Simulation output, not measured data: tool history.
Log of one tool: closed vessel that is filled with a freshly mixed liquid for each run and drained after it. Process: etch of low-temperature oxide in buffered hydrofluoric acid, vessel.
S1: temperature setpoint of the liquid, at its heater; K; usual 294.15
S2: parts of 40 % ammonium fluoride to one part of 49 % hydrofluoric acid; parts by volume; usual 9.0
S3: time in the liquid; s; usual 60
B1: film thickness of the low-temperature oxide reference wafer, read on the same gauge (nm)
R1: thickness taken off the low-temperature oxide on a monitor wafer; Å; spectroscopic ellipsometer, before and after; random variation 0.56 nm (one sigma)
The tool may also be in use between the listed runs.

run 1 hour=0.0 | S1=294.15 S2=8.0 S3=60 | B1=30.02 | R1=2017.4
run 2 hour=48.3 | S1=294.15 S2=9.0 S3=70 | B1=29.96 | R1=2074.4
run 3 hour=109.8 | S1=294.15 S2=9.0 S3=70 | B1=29.96 | R1=2082.2
run 4 hour=157.5 | S1=294.15 S2=9.0 S3=70 | B1=30.00 | R1=2093.7
run 5 hour=215.2 | S1=294.15 S2=9.0 S3=60 | B1=29.99 | R1=1785.2
-- hour=237.7 hydrofluoric acid flow meter replaced
run 6 hour=264.8 | S1=294.15 S2=9.0 S3=60 | B1=30.00 | R1=1786.5
run 7 hour=321.3 | S1=294.15 S2=9.0 S3=60 | B1=30.03 | R1=1774.4
run 8 hour=362.4 | S1=294.15 S2=9.0 S3=60 | B1=29.99 | R1=1785.6
run 9 hour=429.8 | S1=297.65 S2=10.0 S3=60 | B1=29.97 | R1=2025.4
run 10 hour=471.7 | S1=297.65 S2=10.0 S3=60 | B1=30.01 | R1=2017.3
run 11 hour=508.4 | S1=294.15 S2=9.0 S3=60 | B1=30.02 | R1=1786.2
run 12 hour=564.9 | S1=294.15 S2=9.0 S3=60 | B1=30.01 | R1=1772.7
run 13 hour=633.1 | S1=294.15 S2=9.0 S3=60 | B1=30.02 | R1=1777.1
-- hour=651.1 gauge calibrated
run 14 hour=661.4 | S1=294.15 S2=7.0 S3=60 | B1=30.00 | R1=2339.8
run 15 hour=689.9 | S1=294.15 S2=10.5 S3=60 | B1=30.04 | R1=1586.0
-- hour=727.9 hydrofluoric acid flow meter replaced
run 16 hour=733.7 | S1=297.65 S2=10.0 S3=60 | B1=30.00 | R1=2016.5
run 17 hour=763.5 | S1=291.65 S2=9.0 S3=60 | B1=30.04 | R1=1546.2
run 18 hour=813.2 | S1=290.65 S2=7.0 S3=50 | B1=30.00 | R1=1598.7
run 19 hour=874.0 | S1=294.15 S2=11.0 S3=60 | B1=30.02 | R1=1524.2
run 20 hour=928.0 | S1=297.65 S2=10.0 S3=60 | B1=29.94 | R1=2011.9
-- hour=938.6 thermometer replaced
run 21 hour=962.2 | S1=290.15 S2=6.0 S3=75 | B1=30.03 | R1=2672.0
run 22 hour=1022.1 | S1=297.15 S2=9.0 S3=30 | B1=30.00 | R1=1049.9
run 23 hour=1078.7 | S1=294.15 S2=9.0 S3=60 | B1=30.03 | R1=1782.8
run 24 hour=1124.1 | S1=290.15 S2=11.0 S3=60 | B1=30.00 | R1=1212.8
run 25 hour=1177.7 | S1=297.15 S2=10.5 S3=60 | B1=29.98 | R1=1869.3
run 26 hour=1215.0 | S1=294.15 S2=9.0 S3=60 | B1=30.04 | R1=1775.7
-- hour=1228.4 hydrofluoric acid flow meter replaced
run 27 hour=1281.5 | S1=290.15 S2=11.0 S3=60 | B1=29.98 | R1=1214.0

What the log doesn't show, run by run:
liquid colder than its thermometer reads (K): 0 in every run
hydrofluoric acid flow above the setpoint (%): 0 in every run
gauge reads high (%): 0 in every run
